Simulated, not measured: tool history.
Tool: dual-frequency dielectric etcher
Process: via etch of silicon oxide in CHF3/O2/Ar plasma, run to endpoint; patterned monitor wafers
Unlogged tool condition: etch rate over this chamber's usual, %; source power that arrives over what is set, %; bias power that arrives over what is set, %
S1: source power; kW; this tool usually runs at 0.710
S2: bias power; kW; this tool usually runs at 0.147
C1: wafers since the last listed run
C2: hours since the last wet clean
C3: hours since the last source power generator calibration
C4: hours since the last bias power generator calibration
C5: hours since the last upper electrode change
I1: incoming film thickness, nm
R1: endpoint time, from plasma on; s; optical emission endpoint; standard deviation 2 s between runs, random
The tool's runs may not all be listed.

run,hour,S1,S2,C1,C2,C3,C4,C5,I1,R1
1,0.0,0.710,0.147,0,201.3,966.0,585.9,5295.4,437.6,225.3
2,36.0,0.590,0.147,104,237.3,1002.0,621.9,5331.4,439.3,240.8
3,206.8,0.710,0.147,497,408.1,1172.8,792.7,5502.2,438.3,222.8
4,252.8,0.710,0.147,134,454.1,1218.8,838.7,5548.2,434.4,218.1
5,312.6,0.710,0.147,174,513.9,1278.6,898.5,5608.0,433.7,221.0
6,351.7,0.710,0.147,113,553.0,1317.7,937.6,5647.1,441.4,220.6
# hour 387.4: wet clean of the chamber
7,408.0,0.710,0.147,94,20.6,1374.0,993.9,5703.4,433.4,228.8
8,476.7,0.710,0.147,200,89.3,1442.7,1062.6,5772.1,437.1,225.1
9,535.4,0.710,0.147,171,148.0,1501.4,1121.3,5830.8,434.6,224.5
10,578.5,0.710,0.147,125,191.1,1544.5,1164.4,5873.9,438.0,226.7
11,608.3,0.710,0.147,86,220.9,1574.3,1194.2,5903.7,434.8,223.9
12,663.5,0.550,0.172,160,276.1,1629.5,1249.4,5958.9,434.3,238.7
13,722.6,0.550,0.147,172,335.2,1688.6,1308.5,6018.0,435.8,245.8
14,772.6,0.710,0.173,145,385.2,1738.6,1358.5,6068.0,438.3,216.3
15,840.0,0.710,0.127,196,452.6,1806.0,1425.9,6135.4,435.5,231.6
16,905.6,0.710,0.147,191,518.2,1871.6,1491.5,6201.0,433.1,220.9
17,938.0,0.710,0.122,94,550.6,1904.0,1523.9,6233.4,439.5,232.5
# hour 967.8: wet clean of the chamber
18,968.3,0.660,0.125,18,0.5,1934.3,1554.2,6263.7,432.8,246.7
19,991.4,0.710,0.147,67,23.6,1957.4,1577.3,6286.8,435.9,229.3
# hour 1063.0: upper electrode replaced
20,1063.5,0.770,0.182,140,95.7,2029.5,1649.4,0.5,433.8,205.1
21,1119.4,0.710,0.147,162,151.6,2085.4,1705.3,56.4,434.3,226.8
22,1189.4,0.710,0.147,204,221.6,2155.4,1775.3,126.4,435.3,223.9
23,1223.9,0.590,0.117,100,256.1,2189.9,1809.8,160.9,431.1,254.3
24,1274.3,0.650,0.160,146,306.5,2240.3,1860.2,211.3,435.7,229.2
# hour 1325.3: source power generator calibrated
25,1348.6,0.830,0.179,204,380.8,23.3,1934.5,285.6,435.9,198.1
# hour 1509.6: wet clean of the chamber
26,1563.7,0.760,0.122,557,54.1,238.4,2149.6,500.7,432.3,231.6
# hour 1633.6: bias power generator calibrated
27,1634.1,0.650,0.176,193,124.5,308.8,0.5,571.1,434.7,220.4
28,1830.0,0.540,0.135,571,320.4,504.7,196.4,767.0,431.7,253.1
29,1892.4,0.880,0.147,181,382.8,567.1,258.8,829.4,437.4,204.6
30,1931.3,0.850,0.119,113,421.7,606.0,297.7,868.3,435.1,214.7
31,1974.6,0.840,0.157,126,465.0,649.3,341.0,911.6,434.2,200.7
32,2037.9,0.530,0.173,184,528.3,712.6,404.3,974.9,436.2,233.9
# hour 2104.1: wet clean of the chamber
33,2104.6,0.840,0.135,124,0.5,779.3,471.0,1041.6,435.2,218.5
34,2162.3,0.710,0.147,168,58.2,837.0,528.7,1099.3,436.3,229.3
35,2217.1,0.860,0.117,159,113.0,891.8,583.5,1154.1,435.9,223.3
36,2285.5,0.710,0.147,199,181.4,960.2,651.9,1222.5,433.0,226.2

Hidden state or all else? Some run-to-run changes of R1, split into what the settings, what came in and random variation would give without the hidden state, and what is left for the hidden state (with any gauge scatter that isn't in both results):
Run 6 -> 7: wet clean of the chamber. R1 +8.2 s: hidden state +8.5, all else -0.3.
Run 17 -> 18: S1 0.710 -> 0.660, S2 0.122 -> 0.125, wet clean of the chamber. R1 +14.2 s: hidden state +8.6, all else +5.6.
Run 25 -> 26: S1 0.830 -> 0.760, S2 0.179 -> 0.122, wet clean of the chamber. R1 +33.5 s: hidden state +3.3, all else +30.2.
Run 28 -> 29: S1 0.540 -> 0.880, S2 0.135 -> 0.147. R1 -48.5 s: hidden state +0.1, all else -48.6.
Run 31 -> 32: S1 0.840 -> 0.530, S2 0.157 -> 0.173. R1 +33.2 s: hidden state -1.9, all else +35.1.
Run 32 -> 33: S1 0.530 -> 0.840, S2 0.173 -> 0.135, wet clean of the chamber. R1 -15.4 s: hidden state +8.2, all else -23.6.
